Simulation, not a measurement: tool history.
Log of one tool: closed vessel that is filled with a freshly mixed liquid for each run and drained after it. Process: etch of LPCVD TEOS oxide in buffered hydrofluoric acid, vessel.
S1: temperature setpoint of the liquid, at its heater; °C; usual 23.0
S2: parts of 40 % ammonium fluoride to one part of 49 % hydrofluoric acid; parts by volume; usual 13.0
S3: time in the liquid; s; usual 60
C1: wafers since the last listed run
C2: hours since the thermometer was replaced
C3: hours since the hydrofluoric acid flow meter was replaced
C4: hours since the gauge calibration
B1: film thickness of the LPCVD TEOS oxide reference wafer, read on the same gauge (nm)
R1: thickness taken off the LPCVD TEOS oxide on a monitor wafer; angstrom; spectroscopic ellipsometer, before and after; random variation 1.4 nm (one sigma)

{"run": 1, "hour": 0.0, "S1": 23.0, "S2": 13.0, "S3": 60, "C1": 0, "C2": 1073.0, "C3": 1338.8, "C4": 256.8, "B1": 80.0, "R1": 1833.2}
{"run": 2, "hour": 49.0, "S1": 23.0, "S2": 13.0, "S3": 60, "C1": 3310, "C2": 1122.0, "C3": 1387.8, "C4": 305.8, "B1": 80.0, "R1": 1820.8}
{"run": 3, "hour": 87.8, "S1": 23.0, "S2": 13.0, "S3": 60, "C1": 2621, "C2": 1160.8, "C3": 1426.6, "C4": 344.6, "B1": 80.01, "R1": 1809.9}
{"run": 4, "hour": 157.2, "S1": 23.0, "S2": 13.0, "S3": 60, "C1": 4688, "C2": 1230.2, "C3": 1496.0, "C4": 414.0, "B1": 80.01, "R1": 1855.0}
{"run": 5, "hour": 227.7, "S1": 23.0, "S2": 13.0, "S3": 60, "C1": 4763, "C2": 1300.7, "C3": 1566.5, "C4": 484.5, "B1": 79.98, "R1": 1837.3}
{"run": 6, "hour": 261.0, "S1": 23.0, "S2": 13.0, "S3": 60, "C1": 2249, "C2": 1334.0, "C3": 1599.8, "C4": 517.8, "B1": 80.0, "R1": 1836.2}
{"run": 7, "hour": 292.9, "S1": 23.0, "S2": 10.0, "S3": 60, "C1": 2155, "C2": 1365.9, "C3": 1631.7, "C4": 549.7, "B1": 79.99, "R1": 2345.8}
{"run": 8, "hour": 357.8, "S1": 23.0, "S2": 10.0, "S3": 60, "C1": 4384, "C2": 1430.8, "C3": 1696.6, "C4": 614.6, "B1": 80.02, "R1": 2338.4}
{"run": 9, "hour": 425.0, "S1": 23.0, "S2": 13.0, "S3": 60, "C1": 4540, "C2": 1498.0, "C3": 1763.8, "C4": 681.8, "B1": 80.0, "R1": 1801.4}
{"run": 10, "hour": 483.7, "S1": 20.0, "S2": 16.0, "S3": 60, "C1": 3965, "C2": 1556.7, "C3": 1822.5, "C4": 740.5, "B1": 80.01, "R1": 1240.6}
{"run": 11, "hour": 534.9, "S1": 20.0, "S2": 16.0, "S3": 60, "C1": 3459, "C2": 1607.9, "C3": 1873.7, "C4": 791.7, "B1": 79.98, "R1": 1255.6}
{"run": 12, "hour": 575.5, "S1": 23.0, "S2": 13.0, "S3": 60, "C1": 2743, "C2": 1648.5, "C3": 1914.3, "C4": 832.3, "B1": 79.99, "R1": 1824.3}
{"run": 13, "hour": 612.4, "S1": 23.0, "S2": 14.5, "S3": 60, "C1": 2493, "C2": 1685.4, "C3": 1951.2, "C4": 869.2, "B1": 80.01, "R1": 1643.7}
{"run": 14, "hour": 656.9, "S1": 23.0, "S2": 13.0, "S3": 60, "C1": 3006, "C2": 1729.9, "C3": 1995.7, "C4": 913.7, "B1": 80.01, "R1": 1822.5}
{"run": 15, "hour": 697.3, "S1": 21.5, "S2": 13.0, "S3": 50, "C1": 2729, "C2": 1770.3, "C3": 2036.1, "C4": 954.1, "B1": 80.01, "R1": 1399.3}
{"hour": 704.3, "done": "gauge calibrated"}
{"hour": 756.7, "done": "hydrofluoric acid flow meter replaced"}
{"hour": 899.9, "done": "thermometer replaced"}
{"run": 16, "hour": 902.0, "S1": 26.5, "S2": 10.0, "S3": 60, "C1": 13694, "C2": 2.1, "C3": 145.3, "C4": 197.7, "B1": 80.0, "R1": 2840.1}
{"run": 17, "hour": 962.4, "S1": 23.0, "S2": 13.0, "S3": 90, "C1": 4080, "C2": 62.5, "C3": 205.7, "C4": 258.1, "B1": 80.01, "R1": 2760.0}
{"run": 18, "hour": 989.3, "S1": 23.0, "S2": 13.0, "S3": 60, "C1": 1817, "C2": 89.4, "C3": 232.6, "C4": 285.0, "B1": 80.0, "R1": 1825.0}
{"run": 19, "hour": 1057.5, "S1": 24.5, "S2": 13.0, "S3": 70, "C1": 4607, "C2": 157.6, "C3": 300.8, "C4": 353.2, "B1": 79.97, "R1": 2337.1}
{"run": 20, "hour": 1082.8, "S1": 23.0, "S2": 13.0, "S3": 60, "C1": 1709, "C2": 182.9, "C3": 326.1, "C4": 378.5, "B1": 80.0, "R1": 1835.8}
{"run": 21, "hour": 1150.2, "S1": 23.0, "S2": 17.5, "S3": 70, "C1": 4553, "C2": 250.3, "C3": 393.5, "C4": 445.9, "B1": 80.02, "R1": 1568.0}
{"run": 22, "hour": 1212.2, "S1": 20.5, "S2": 18.0, "S3": 95, "C1": 4188, "C2": 312.3, "C3": 455.5, "C4": 507.9, "B1": 80.03, "R1": 1831.7}
{"run": 23, "hour": 1239.6, "S1": 24.5, "S2": 8.5, "S3": 30, "C1": 1851, "C2": 339.7, "C3": 482.9, "C4": 535.3, "B1": 80.01, "R1": 1469.8}
{"run": 24, "hour": 1304.5, "S1": 23.0, "S2": 13.0, "S3": 60, "C1": 4384, "C2": 404.6, "C3": 547.8, "C4": 600.2, "B1": 80.0, "R1": 1826.3}
{"run": 25, "hour": 1357.4, "S1": 25.5, "S2": 11.5, "S3": 60, "C1": 3574, "C2": 457.5, "C3": 600.7, "C4": 653.1, "B1": 80.0, "R1": 2355.4}

How the hidden state differs across the entries between the runs, from the last listed run before each to the first after it:
Between runs 15 and 16: gauge calibrated (hour 704.3); hydrofluoric acid flow meter replaced (hour 756.7); thermometer replaced (hour 899.9)
  no hidden state differs between the two runs
